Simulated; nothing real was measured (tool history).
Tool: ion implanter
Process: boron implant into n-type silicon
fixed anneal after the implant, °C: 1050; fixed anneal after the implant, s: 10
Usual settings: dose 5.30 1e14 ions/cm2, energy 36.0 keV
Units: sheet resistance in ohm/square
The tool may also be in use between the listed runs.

run,hour,dose,energy,wafers since the last listed run,hours since the last dose calibration,hours since the extraction supply was calibrated,hours since the gauge calibration,"read-back reference wafer on the same gauge, sheet resistance",sheet resistance
1,0.0,6.44,39.5,0,782.1,1659.5,695.8,184.01,163.10
# hour 52.1: Faraday cup replaced and dose calibrated
2,73.8,6.44,39.5,1215,21.7,1733.3,769.6,184.02,163.12
3,125.4,5.30,36.0,953,73.3,1784.9,821.2,184.06,192.49
4,209.0,5.30,36.0,1544,156.9,1868.5,904.8,183.92,193.20
5,254.4,5.30,36.0,838,202.3,1913.9,950.2,184.16,192.87
6,298.5,5.30,36.0,814,246.4,1958.0,994.3,183.99,194.29
7,397.8,5.30,36.0,1834,345.7,2057.3,1093.6,184.01,193.16
# hour 463.7: gauge calibrated
8,485.9,5.87,36.0,1627,433.8,2145.4,22.2,183.83,177.66
9,541.4,6.23,42.0,1025,489.3,2200.9,77.7,184.00,166.33
10,622.1,5.30,36.0,1491,570.0,2281.6,158.4,184.04,192.91
# hour 774.8: Faraday cup replaced and dose calibrated
11,814.3,6.30,45.0,3403,39.5,2473.8,350.6,183.97,164.22
12,897.9,4.87,47.5,1544,123.1,2557.4,434.2,183.95,202.09
13,984.7,5.87,36.0,1603,209.9,2644.2,521.0,183.87,178.05
# hour 998.9: extraction supply calibrated
14,1069.6,3.71,42.5,1420,294.8,70.7,605.9,183.86,254.79
15,1139.1,5.30,36.0,1284,364.3,140.2,675.4,183.92,194.02
16,1181.6,3.85,36.0,785,406.8,182.7,717.9,183.98,252.08
17,1268.1,5.30,43.5,1598,493.3,269.2,804.4,183.86,189.22

What the log doesn't show, run by run:
deviation of the true dose from the Faraday cup's reading, %: 0 in every run
deviation of the true energy from its setpoint, %: 0 in every run
gauge reads high (%): 0 in every run
